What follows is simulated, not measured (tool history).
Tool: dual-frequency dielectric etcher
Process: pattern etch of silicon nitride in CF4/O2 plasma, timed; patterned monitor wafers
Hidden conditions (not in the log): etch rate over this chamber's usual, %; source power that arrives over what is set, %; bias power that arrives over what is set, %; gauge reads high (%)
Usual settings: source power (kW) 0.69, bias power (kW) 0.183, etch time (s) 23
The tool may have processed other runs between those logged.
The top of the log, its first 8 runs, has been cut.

| run | day | source power (kW) | bias power (kW) | etch time (s) | wafers since the last listed run | hours since the last wet clean | hours since the last source power generator calibration | hours since the last bias power generator calibration | hours since the last upper electrode change | hours since the gauge calibration | read-back reference wafer on the same gauge, depth_nm | mean etch depth across the wafer (angstrom) |
|---|---|---|---|---|---|---|---|---|---|---|---|---|
| 9 | 7.896 | 0.77 | 0.183 | 23 | 305 | 272.6 | 3201.7 | 3278.7 | 2809.7 | 584.8 | 49.8 | 640 |
| 10 | 8.583 | 0.69 | 0.183 | 23 | 388 | 289.1 | 3218.2 | 3295.2 | 2826.2 | 601.3 | 49.8 | 602 |
| 11 | 9.283 | 0.69 | 0.183 | 23 | 395 | 305.9 | 3235 | 3312 | 2843 | 618.1 | 49.7 | 600 |
| 12 | 9.971 | 0.69 | 0.162 | 23 | 388 | 322.4 | 3251.5 | 3328.5 | 2859.5 | 634.6 | 49.8 | 571 |
| 13 | 10.742 | 0.77 | 0.146 | 23 | 435 | 340.9 | 3270 | 3347 | 2878 | 653.1 | 49.7 | 577 |
|  | 12.642 | wet clean of the chamber |
| 14 | 12.662 | 0.57 | 0.214 | 18 | 519 | 0.5 | 3316.1 | 3393.1 | 2924.1 | 699.2 | 49.8 | 462 |
|  | 13.817 | upper electrode replaced |
| 15 | 13.838 | 0.69 | 0.138 | 23 | 98 | 28.7 | 3344.3 | 3421.3 | 0.5 | 727.4 | 49.8 | 538 |
| 16 | 13.854 | 0.82 | 0.139 | 29.5 | 9 | 29.1 | 3344.7 | 3421.7 | 0.9 | 727.8 | 49.8 | 764 |

For run 17, what comes out?
|  | 13.862 | gauge calibrated |
|  | 14.738 | bias power generator calibrated |
|  | 15.388 | source power generator calibrated |
| 17 | 15.408 | 0.77 | 0.196 | 29 | 689 | 66.4 | 0.5 | 16.1 | 38.2 | 37.1 | ? | ? |

{"run 17": {"read-back reference wafer on the same gauge, depth_nm": 49.8, "mean etch depth across the wafer (angstrom)": 836}}
If the tool had no hidden condition, the same run with the same run-to-run variation would have returned mean etch depth across the wafer (angstrom) 840.
